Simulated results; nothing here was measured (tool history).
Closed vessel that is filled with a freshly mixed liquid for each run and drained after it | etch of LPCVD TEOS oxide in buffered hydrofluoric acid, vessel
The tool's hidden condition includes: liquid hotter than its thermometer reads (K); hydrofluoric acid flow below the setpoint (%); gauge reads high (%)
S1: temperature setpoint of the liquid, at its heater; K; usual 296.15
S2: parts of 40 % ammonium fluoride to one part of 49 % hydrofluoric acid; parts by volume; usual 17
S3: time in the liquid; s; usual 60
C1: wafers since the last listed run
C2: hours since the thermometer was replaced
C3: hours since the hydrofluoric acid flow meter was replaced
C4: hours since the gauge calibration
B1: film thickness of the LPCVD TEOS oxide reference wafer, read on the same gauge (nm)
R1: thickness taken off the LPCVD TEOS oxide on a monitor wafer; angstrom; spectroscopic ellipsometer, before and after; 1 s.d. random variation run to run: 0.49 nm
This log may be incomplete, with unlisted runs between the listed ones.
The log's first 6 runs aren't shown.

Run 7, hour 61.6: usual settings; C1 474; C2 2048.9; C3 47.8; C4 33.1; B1 80.04. Result: R1 1046.3 angstrom.
Run 8, hour 86: usual settings; C1 1807; C2 2073.3; C3 72.2; C4 57.5; B1 79.96. Result: R1 1058.9 angstrom.
Run 9, hour 92.2: usual settings; C1 459; C2 2079.5; C3 78.4; C4 63.7; B1 79.95. Result: R1 1059.5 angstrom.
Run 10, hour 110: usual settings; C1 1318; C2 2097.3; C3 96.2; C4 81.5; B1 80.04. Result: R1 1059.4 angstrom.
At hour 112.5: thermometer replaced.
Run 11, hour 116.4: usual settings but S2 12.5 parts by volume, S3 40 s; C1 400; C2 3.9; C3 102.6; C4 87.9; B1 80.05. Result: R1 870.1 angstrom.
Run 12, hour 131.9: usual settings; C1 1148; C2 19.4; C3 118.1; C4 103.4; B1 80. Result: R1 961.8 angstrom.
Run 13, hour 138.2: usual settings but S1 298.15 K, S2 20.5 parts by volume, S3 30 s; C1 466; C2 25.7; C3 124.4; C4 109.7; B1 80.01. Result: R1 450.8 angstrom.
Run 14, hour 151.4: usual settings but S1 293.65 K, S2 19 parts by volume, S3 30 s; C1 977; C2 38.9; C3 137.6; C4 122.9; B1 80.01. Result: R1 377.3 angstrom.
Run 15, hour 162.3: usual settings but S1 301.15 K; C1 807; C2 49.8; C3 148.5; C4 133.8; B1 79.99. Result: R1 1262.5 angstrom.
Run 16, hour 176.1: usual settings; C1 1022; C2 63.6; C3 162.3; C4 147.6; B1 80. Result: R1 965.1 angstrom.
Run 17, hour 184.5: usual settings; C1 622; C2 72; C3 170.7; C4 156; B1 80. Result: R1 976.7 angstrom.
Run 18, hour 192.6: usual settings but S1 299.15 K, S2 10.5 parts by volume, S3 50 s; C1 600; C2 80.1; C3 178.8; C4 164.1; B1 80.02. Result: R1 1517.8 angstrom.
Run 19, hour 206.2: usual settings but S2 19 parts by volume, S3 35 s; C1 1007; C2 93.7; C3 192.4; C4 177.7; B1 80.02. Result: R1 501.8 angstrom.
Run 20, hour 220.9: usual settings; C1 1089; C2 108.4; C3 207.1; C4 192.4; B1 79.94. Result: R1 975.1 angstrom.

For run 21, what comes out?
Run 21, hour 234.7: usual settings but S2 24 parts by volume; C1 1022; C2 122.2; C3 220.9; C4 206.2; B1 ?. Result: R1 ?.

B1: 80.01
R1: 730.6 angstrom
Take away the tool's hidden state, keep the run-to-run variation as it was, and the same run would have given R1 698.8 angstrom.
